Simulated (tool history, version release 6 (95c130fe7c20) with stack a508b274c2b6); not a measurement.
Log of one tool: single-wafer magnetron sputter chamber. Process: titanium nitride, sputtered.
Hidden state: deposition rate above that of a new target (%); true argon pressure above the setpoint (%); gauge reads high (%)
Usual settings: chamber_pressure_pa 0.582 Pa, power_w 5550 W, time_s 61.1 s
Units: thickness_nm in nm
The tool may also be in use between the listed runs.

run	hour	chamber_pressure_pa	power_w	time_s	wafers since the last listed run	wafers on the sputter target	hours since the last manometer calibration	hours since the magnet pack was replaced	hours since the gauge calibration	read-back reference wafer on the same gauge, thickness_nm	thickness_nm
1	0	0.582	5550	61.1	0	6261	1421.2	8729.4	367.2	55.011	52.784
# hour 56.4: sputter target and shields replaced
2	69	0.582	5550	61.1	1779	367	1490.2	8798.4	436.2	54.982	55.735
3	113.5	0.582	5550	61.1	1297	1665	1534.7	8842.9	480.7	55.018	55.63
4	185.1	0.582	5550	61.1	2088	3753	1606.3	8914.5	552.3	54.996	54.244
5	225.9	0.582	5550	61.1	1189	4943	1647.1	8955.3	593.1	55.045	54.576
6	290.5	0.582	5550	61.1	1884	6827	1711.7	9019.9	657.7	54.977	53.265
# hour 305.5: sputter target and shields replaced
7	345.3	0.649	6200	61.1	1364	1161	1766.5	9074.7	712.5	54.945	60.664
8	530.7	0.582	5550	61.1	5407	6568	1951.9	9260.1	897.9	55	52.99
# hour 564.8: sputter target and shields replaced
9	565.3	0.582	5850	70.6	775	15	1986.5	9294.7	932.5	54.986	67.723
# hour 599.8: gauge calibrated
10	603.5	0.582	5550	61.1	1114	1129	2024.7	9332.9	3.7	55.053	55.995
11	636	0.582	5550	61.1	947	2077	2057.2	9365.4	36.2	55.023	55.485
12	660.8	0.382	6400	69.2	723	2800	2082	9390.2	61	54.986	74.698
13	704.6	0.67	4400	66.3	1277	4078	2125.8	9434	104.8	55.025	47.257
14	764.5	0.582	6450	56.8	1747	5825	2185.7	9493.9	164.7	55.003	57.785
# hour 790.8: sputter target and shields replaced
15	812.1	0.582	5550	61.1	1154	622	2233.3	9541.5	212.3	55.028	55.211
16	856.3	0.518	4900	64.9	1289	1911	2277.5	9585.7	256.5	55.006	52.555
17	896	0.582	5550	61.1	1157	3069	2317.2	9625.4	296.2	55.001	55.198
18	955.8	0.795	5550	57.1	1744	4813	2377	9685.2	356	55.004	48.494
# hour 1001.4: capacitance manometer re-zeroed and calibrated
# hour 1013: magnet pack replaced
19	1019.3	0.366	6400	61.1	1385	6198	17.9	6.3	419.5	54.968	64.095
# hour 1043.2: sputter target and shields replaced
20	1066.9	0.582	5550	61.1	1154	691	65.5	53.9	467.1	54.965	55.61
21	1131.8	0.742	5550	66.4	1892	2584	130.4	118.8	532	55.024	57.929
# hour 1301.6: sputter target and shields replaced
22	1326.6	0.582	5550	61.1	5448	727	325.2	313.6	726.8	54.985	55.651

What the log doesn't show, run by run:
true argon pressure above the setpoint (%): 0 in every run
gauge reads high (%): 0 in every run
H1: deposition rate above that of a new target (%)
run	H1
1	-4.35
2	-0.366
3	-0.601
4	-1.61
5	-2.53
6	-4.51
7	-1.07
8	-4.8
9	-0.199
10	-0.313
11	-0.584
12	-0.899
13	-1.68
14	-3.23
15	-0.626
16	-0.918
17	-1.43
18	-2.66
19	-4.56
20	-0.926
21	-1.48
22	-0.204
